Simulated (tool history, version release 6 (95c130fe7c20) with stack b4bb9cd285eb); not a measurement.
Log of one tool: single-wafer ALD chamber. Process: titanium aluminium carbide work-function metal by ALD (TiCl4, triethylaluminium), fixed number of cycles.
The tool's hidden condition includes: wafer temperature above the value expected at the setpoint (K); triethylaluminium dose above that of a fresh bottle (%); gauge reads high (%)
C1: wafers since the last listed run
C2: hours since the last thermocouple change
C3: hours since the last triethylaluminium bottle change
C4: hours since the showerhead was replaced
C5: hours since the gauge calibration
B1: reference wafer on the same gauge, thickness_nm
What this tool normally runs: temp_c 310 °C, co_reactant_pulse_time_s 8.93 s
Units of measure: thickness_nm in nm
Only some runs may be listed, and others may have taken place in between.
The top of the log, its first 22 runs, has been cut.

{"run": 23, "hour": 297.4, "temp_c": 310, "co_reactant_pulse_time_s": 8.93, "C1": 198, "C2": 48.7, "C3": 56.1, "C4": 158.0, "C5": 109.5, "B1": 2.12, "thickness_nm": 1.994}
{"run": 24, "hour": 303.9, "temp_c": 310, "co_reactant_pulse_time_s": 8.93, "C1": 98, "C2": 55.2, "C3": 62.6, "C4": 164.5, "C5": 116.0, "B1": 2.119, "thickness_nm": 2.0}
{"run": 25, "hour": 313.3, "temp_c": 315, "co_reactant_pulse_time_s": 10.51, "C1": 142, "C2": 64.6, "C3": 72.0, "C4": 173.9, "C5": 125.4, "B1": 2.12, "thickness_nm": 2.079}
{"run": 26, "hour": 326.2, "temp_c": 324, "co_reactant_pulse_time_s": 7.39, "C1": 195, "C2": 77.5, "C3": 84.9, "C4": 186.8, "C5": 138.3, "B1": 2.119, "thickness_nm": 2.05}
{"run": 27, "hour": 341.6, "temp_c": 310, "co_reactant_pulse_time_s": 8.93, "C1": 233, "C2": 92.9, "C3": 100.3, "C4": 202.2, "C5": 153.7, "B1": 2.119, "thickness_nm": 1.994}
{"run": 28, "hour": 356.0, "temp_c": 320, "co_reactant_pulse_time_s": 11.29, "C1": 218, "C2": 107.3, "C3": 114.7, "C4": 216.6, "C5": 168.1, "B1": 2.12, "thickness_nm": 2.146}
{"run": 29, "hour": 373.6, "temp_c": 300, "co_reactant_pulse_time_s": 7.49, "C1": 267, "C2": 124.9, "C3": 132.3, "C4": 234.2, "C5": 185.7, "B1": 2.12, "thickness_nm": 1.841}
{"run": 30, "hour": 387.3, "temp_c": 314, "co_reactant_pulse_time_s": 8.93, "C1": 207, "C2": 138.6, "C3": 146.0, "C4": 247.9, "C5": 199.4, "B1": 2.121, "thickness_nm": 2.035}
{"run": 31, "hour": 404.7, "temp_c": 310, "co_reactant_pulse_time_s": 8.93, "C1": 264, "C2": 156.0, "C3": 163.4, "C4": 265.3, "C5": 216.8, "B1": 2.12, "thickness_nm": 1.983}
{"run": 32, "hour": 417.5, "temp_c": 310, "co_reactant_pulse_time_s": 8.93, "C1": 194, "C2": 168.8, "C3": 176.2, "C4": 278.1, "C5": 229.6, "B1": 2.119, "thickness_nm": 1.986}
{"run": 33, "hour": 429.0, "temp_c": 298, "co_reactant_pulse_time_s": 7.59, "C1": 174, "C2": 180.3, "C3": 187.7, "C4": 289.6, "C5": 241.1, "B1": 2.119, "thickness_nm": 1.819}
{"run": 34, "hour": 443.6, "temp_c": 310, "co_reactant_pulse_time_s": 8.93, "C1": 221, "C2": 194.9, "C3": 202.3, "C4": 304.2, "C5": 255.7, "B1": 2.12, "thickness_nm": 1.982}

Here are 3 independent what-if runs from the current tool condition. What would each one return?
{"run": "A", "hour": 444.0, "temp_c": 310, "co_reactant_pulse_time_s": 6.63, "C1": 6, "C2": 195.3, "C3": 202.7, "C4": 304.6, "C5": 256.1, "B1": "?", "thickness_nm": "?"}
{"run": "B", "hour": 444.0, "temp_c": 303, "co_reactant_pulse_time_s": 12.31, "C1": 6, "C2": 195.3, "C3": 202.7, "C4": 304.6, "C5": 256.1, "B1": "?", "thickness_nm": "?"}
{"run": "C", "hour": 444.0, "temp_c": 310, "co_reactant_pulse_time_s": 7.03, "C1": 6, "C2": 195.3, "C3": 202.7, "C4": 304.6, "C5": 256.1, "B1": "?", "thickness_nm": "?"}

run=A B1=2.119 thickness_nm=1.857
run=B B1=2.119 thickness_nm=1.990
run=C B1=2.119 thickness_nm=1.888
The same runs, with their run-to-run variation unchanged, on a tool lacking any hidden condition would have given:
run=A thickness_nm=1.887
run=B thickness_nm=2.019
run=C thickness_nm=1.918
